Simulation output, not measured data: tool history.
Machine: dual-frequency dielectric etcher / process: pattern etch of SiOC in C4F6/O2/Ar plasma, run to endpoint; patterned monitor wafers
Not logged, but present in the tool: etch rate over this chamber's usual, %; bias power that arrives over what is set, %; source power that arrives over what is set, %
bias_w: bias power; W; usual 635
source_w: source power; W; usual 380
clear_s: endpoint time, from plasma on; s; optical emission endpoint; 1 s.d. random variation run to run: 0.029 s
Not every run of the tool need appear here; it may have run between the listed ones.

run,hour,bias_w,source_w,wafers since the last listed run,hours since the last wet clean,hours since the last bias power generator calibration,hours since the last source power generator calibration,hours since the last upper electrode change,"incoming incoming film thickness, nm",clear_s
1,0.0,635,420,0,306.3,4860.0,2373.7,1595.5,27.96,7.9
2,11.7,635,420,202,318.0,4871.7,2385.4,1607.2,27.95,7.9
3,21.0,635,380,161,327.3,4881.0,2394.7,1616.5,27.91,8.4
4,34.6,635,380,235,340.9,4894.6,2408.3,1630.1,27.97,8.4
5,50.3,635,380,271,356.6,4910.3,2424.0,1645.8,27.98,8.4
6,66.2,635,330,275,372.5,4926.2,2439.9,1661.7,28.15,9.2
7,74.7,635,330,147,381.0,4934.7,2448.4,1670.2,27.65,9.1
8,120.9,635,380,800,427.2,4980.9,2494.6,1716.4,27.96,8.5
# hour 155.6: wet clean of the chamber
# hour 158.2: bias power generator calibrated
9,158.7,635,380,192,3.1,0.5,2532.4,1754.2,28.07,8.1
10,159.0,635,380,5,3.4,0.8,2532.7,1754.5,27.91,8.0
11,161.0,511,350,34,5.4,2.8,2534.7,1756.5,28.06,9.7
12,168.7,509,470,133,13.1,10.5,2542.4,1764.2,28.03,8.3
# hour 178.8: source power generator calibrated
# hour 198.0: upper electrode replaced
13,198.5,635,380,113,42.9,40.3,19.7,0.5,27.90,8.1
14,198.8,635,380,5,43.2,40.6,20.0,0.8,27.85,8.0
15,201.0,750,310,38,45.4,42.8,22.2,3.0,28.10,8.3
16,210.4,772,470,162,54.8,52.2,31.6,12.4,27.76,6.5
17,222.8,745,340,214,67.2,64.6,44.0,24.8,27.86,7.9
18,235.4,760,410,218,79.8,77.2,56.6,37.4,27.90,7.0
19,249.1,768,350,237,93.5,90.9,70.3,51.1,28.06,7.6
20,255.7,635,380,114,100.1,97.5,76.9,57.7,28.19,8.2

Same runs, no hidden state in the tool, same run-to-run variation:
run,clear_s
1,7.6
2,7.6
3,8.1
4,8.1
5,8.0
6,8.8
7,8.7
8,8.1
9,8.1
10,8.0
11,9.7
12,8.3
13,8.0
14,8.0
15,8.3
16,6.4
17,7.8
18,6.9
19,7.5
20,8.1

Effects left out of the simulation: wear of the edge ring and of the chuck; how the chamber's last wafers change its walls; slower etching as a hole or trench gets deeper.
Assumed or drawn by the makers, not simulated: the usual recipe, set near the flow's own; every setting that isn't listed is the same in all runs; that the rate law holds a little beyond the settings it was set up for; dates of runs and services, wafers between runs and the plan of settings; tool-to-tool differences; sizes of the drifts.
